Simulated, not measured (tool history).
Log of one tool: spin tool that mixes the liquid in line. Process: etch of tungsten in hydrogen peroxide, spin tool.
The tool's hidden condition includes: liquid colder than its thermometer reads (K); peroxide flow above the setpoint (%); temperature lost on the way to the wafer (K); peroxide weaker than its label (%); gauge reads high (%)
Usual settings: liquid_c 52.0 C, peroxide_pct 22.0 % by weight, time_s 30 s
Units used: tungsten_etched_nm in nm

run,hour,liquid_c,peroxide_pct,time_s,wafers since the last listed run,hours since the thermometer was replaced,hours since the peroxide flow meter was replaced,hours since the heated supply line was repaired,hours since the drum of peroxide was connected,hours since the gauge calibration,"read-back film thickness of the tungsten reference wafer, read on the same gauge (nm)",tungsten_etched_nm
1,0.0,57.0,26.0,30,0,522.7,2138.2,1693.5,526.7,574.9,140.03,74.81
# hour 48.4: new drum of peroxide connected
2,54.9,57.0,26.0,30,837,577.6,2193.1,1748.4,6.5,629.8,139.99,75.47
3,118.2,47.0,22.0,30,983,640.9,2256.4,1811.7,69.8,693.1,139.97,37.62
4,167.1,47.0,22.0,30,759,689.8,2305.3,1860.6,118.7,742.0,140.03,37.63
5,219.9,47.0,22.0,30,820,742.6,2358.1,1913.4,171.5,794.8,139.98,37.84
6,289.7,52.0,24.0,40,1084,812.4,2427.9,1983.2,241.3,864.6,140.00,71.93
# hour 308.2: thermometer replaced
7,324.2,52.0,22.0,45,520,16.0,2462.4,2017.7,275.8,899.1,139.99,77.95
# hour 353.6: peroxide flow meter replaced
8,395.8,56.0,28.0,15,1096,87.6,42.2,2089.3,347.4,970.7,139.98,34.67
9,460.4,52.0,24.0,30,1003,152.2,106.8,2153.9,412.0,1035.3,139.97,50.97
10,485.8,52.0,22.0,30,394,177.6,132.2,2179.3,437.4,1060.7,140.00,48.55
11,517.6,52.0,22.0,30,494,209.4,164.0,2211.1,469.2,1092.5,140.02,48.61
12,557.2,52.0,27.5,20,615,249.0,203.6,2250.7,508.8,1132.1,140.01,36.46
# hour 564.5: new drum of peroxide connected
13,582.7,52.0,24.0,30,380,274.5,229.1,2276.2,18.2,1157.6,140.01,51.15
14,621.9,45.5,22.0,25,609,313.7,268.3,2315.4,57.4,1196.8,139.97,27.29
15,680.6,42.5,27.0,15,912,372.4,327.0,2374.1,116.1,1255.5,140.02,14.86
16,740.6,52.0,22.0,30,932,432.4,387.0,2434.1,176.1,1315.5,139.99,48.91
17,768.6,46.0,27.0,15,435,460.4,415.0,2462.1,204.1,1343.5,139.98,18.61
18,838.9,52.0,22.0,30,1092,530.7,485.3,2532.4,274.4,1413.8,139.94,48.59
# hour 881.1: heated supply line repaired
19,886.5,56.5,28.0,45,724,578.3,532.9,5.4,322.0,1461.4,140.01,108.05
20,952.2,52.0,24.5,45,1020,644.0,598.6,71.1,387.7,1527.1,140.06,77.87
21,991.1,45.5,22.0,45,604,682.9,637.5,110.0,426.6,1566.0,139.98,49.58
# hour 1001.3: thermometer replaced
# hour 1003.1: gauge calibrated
22,1055.0,60.0,27.5,30,977,53.7,701.4,173.9,490.5,51.9,139.99,89.50
23,1084.0,52.0,22.0,30,450,82.7,730.4,202.9,519.5,80.9,139.99,49.43
24,1116.4,45.0,15.5,15,503,115.1,762.8,235.3,551.9,113.3,140.01,13.64
# hour 1170.5: new drum of peroxide connected
25,1185.3,55.0,20.0,30,1054,184.0,831.7,304.2,14.8,182.2,140.03,57.13
26,1242.9,56.5,22.0,50,894,241.6,889.3,361.8,72.4,239.8,140.06,107.33
27,1415.4,52.0,22.0,30,2680,414.1,1061.8,534.3,244.9,412.3,140.02,49.85

List, for all runs, the conditions of the tool that the log does not record:
liquid colder than its thermometer reads (K): 0 in every run
temperature lost on the way to the wafer (K): 0 in every run
peroxide weaker than its label (%): 0 in every run
gauge reads high (%): 0 in every run
H1: peroxide flow above the setpoint (%)
run,H1
1,12.3
2,12.6
3,13
4,13.2
5,13.5
6,13.9
7,14.1
8,0.832
9,1.18
10,1.31
11,1.48
12,1.69
13,1.83
14,2.04
15,2.35
16,2.67
17,2.82
18,3.2
19,3.45
20,3.8
21,4.01
22,4.35
23,4.51
24,4.68
25,5.05
26,5.35
27,6.28
